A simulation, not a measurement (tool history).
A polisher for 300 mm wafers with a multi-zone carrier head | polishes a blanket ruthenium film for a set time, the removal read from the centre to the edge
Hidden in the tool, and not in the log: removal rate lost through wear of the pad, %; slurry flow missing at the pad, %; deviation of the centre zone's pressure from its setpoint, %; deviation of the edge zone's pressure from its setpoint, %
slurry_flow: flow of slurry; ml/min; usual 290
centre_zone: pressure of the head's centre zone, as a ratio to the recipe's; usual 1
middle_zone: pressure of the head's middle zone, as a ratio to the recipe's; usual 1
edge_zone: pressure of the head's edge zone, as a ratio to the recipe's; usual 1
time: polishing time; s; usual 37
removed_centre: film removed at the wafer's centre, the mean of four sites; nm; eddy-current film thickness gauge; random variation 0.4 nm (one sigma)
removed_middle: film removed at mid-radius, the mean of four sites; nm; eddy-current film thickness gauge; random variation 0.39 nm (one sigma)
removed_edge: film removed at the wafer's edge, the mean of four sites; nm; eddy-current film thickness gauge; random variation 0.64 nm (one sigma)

run   hour  slurry_flow  centre_zone  middle_zone  edge_zone  time  wafers since the last listed run  wafers polished on this pad  hours since the slurry nozzle was cleaned  hours since the centre zone pressure was calibrated  hours since the edge zone pressure was calibrated  hours since the carrier head's membrane was replaced  incoming thickness of the incoming film, nm  removed_centre  removed_middle  removed_edge
  1      0          290            1            1          1    37                                 0                         1174                                      195.7                                                735.7                                             1267.4                                                2008.8                                        489.6            48.3            49.4          49.7
  2    8.2          290            1            1          1    37                               141                         1315                                      203.9                                                743.9                                             1275.6                                                  2017                                        506.4            47.7            48.7          48.8
  3   16.3          290            1         0.97          1    37                               139                         1454                                        212                                                  752                                             1283.7                                                2025.1                                          498            47.4            47.1          49.1
      31.1  -- worn pad replaced by a new one
      63.6  -- slurry nozzle cleaned
  4   67.1          290            1         0.97          1    37                               788                          601                                        3.5                                                802.8                                             1334.5                                                2075.9                                        500.8            49.7            49.4          50.2
      77.3  -- edge zone pressure recalibrated
  5   77.8          325            1            1       0.92    37                               149                          751                                       14.2                                                813.5                                                0.5                                                2086.6                                        498.9            50.1            50.5          48.7
  6   91.6          325            1            1       0.92    37                               237                          988                                         28                                                827.3                                               14.3                                                2100.4                                        499.5            49.2              50          47.9
  7  104.5          325            1            1       0.92    37                               222                         1210                                       40.9                                                840.2                                               27.2                                                2113.3                                        493.6            47.8            49.1          47.3
  8  115.5          290         1.07            1          1    37                               189                         1400                                       51.9                                                851.2                                               38.2                                                2124.3                                        500.9            49.6            48.4            49
     120.1  -- worn pad replaced by a new one
     129.2  -- carrier head's membrane replaced by a new one
  9  129.7          290            1            1          1    37                                89                           79                                       66.1                                                865.4                                               52.4                                                   0.5                                        502.7            50.4            51.6          51.9
 10  137.3          225         1.06         1.04       0.94    37                               130                          210                                       73.7                                                  873                                                 60                                                   8.1                                        493.4            51.7            52.2          49.5
 11  150.6          290            1            1          1    37                               228                          439                                         87                                                886.3                                               73.3                                                  21.4                                          494            50.4            51.3          51.5
 12  158.2          290            1            1          1    37                               130                          570                                       94.6                                                893.9                                               80.9                                                    29                                          490            49.3            50.7          50.4
 13  174.5          290            1            1       1.12    37                               280                          850                                      110.9                                                910.2                                               97.2                                                  45.3                                        499.3            48.5            50.4          53.1
 14  191.7          290            1            1          1    37                               296                         1146                                      128.1                                                927.4                                              114.4                                                  62.5                                        499.2            47.9            49.1          50.2
 15  209.2          205            1            1          1    31                               301                         1447                                      145.6                                                944.9                                              131.9                                                    80                                          509            38.1            38.7          39.9
     216.2  -- worn pad replaced by a new one
 16  226.7          290            1            1          1    37                               232                          180                                      163.1                                                962.4                                              149.4                                                  97.5                                        502.6            49.9            52.1          51.1
     233.6  -- centre zone pressure recalibrated
 17    243          340            1         1.11          1    37                               246                          426                                      179.4                                                  9.4                                              165.7                                                 113.8                                        504.3            50.4            56.1          51.5
 18  260.9          325         1.08            1       1.03    47                               308                          734                                      197.3                                                 27.3                                              183.6                                                 131.7                                        493.4            67.7            64.8          65.6
 19  276.5          190         1.09            1          1    37                               268                         1003                                      212.9                                                 42.9                                              199.2                                                 147.3                                        493.2            50.4            48.7          48.8
     301.8  -- worn pad replaced by a new one
 20    329          290            1          1.1          1    37                               834                          467                                      265.4                                                 95.4                                              251.7                                                 199.8                                        505.8            49.4            54.8          50.6
 21  337.5          290         1.09         1.12          1    37                               146                          613                                      273.9                                                103.9                                              260.2                                                 208.3                                          498            52.6            55.6          50.7

Hidden state or all else? Some run-to-run changes of removed_centre, split into what the settings, what came in and random variation would give without the hidden state, and what is left for the hidden state (with any gauge scatter that isn't in both results):
Run 3 -> 4: worn pad replaced by a new one, slurry nozzle cleaned. removed_centre +2.3 nm: hidden state +2.4, all else -0.1.
Run 8 -> 9: centre_zone 1.07 -> 1, worn pad replaced by a new one, carrier head's membrane replaced by a new one. removed_centre +0.8 nm: hidden state +3, all else -2.2.
Run 17 -> 18: slurry_flow 340 -> 325, centre_zone 1 -> 1.08, middle_zone 1.11 -> 1, edge_zone 1 -> 1.03, time 37 -> 47. removed_centre +17.3 nm: hidden state -0.9, all else +18.2.
Run 18 -> 19: slurry_flow 325 -> 190, centre_zone 1.08 -> 1.09, edge_zone 1.03 -> 1, time 47 -> 37. removed_centre -17.3 nm: hidden state -0.4, all else -16.9.
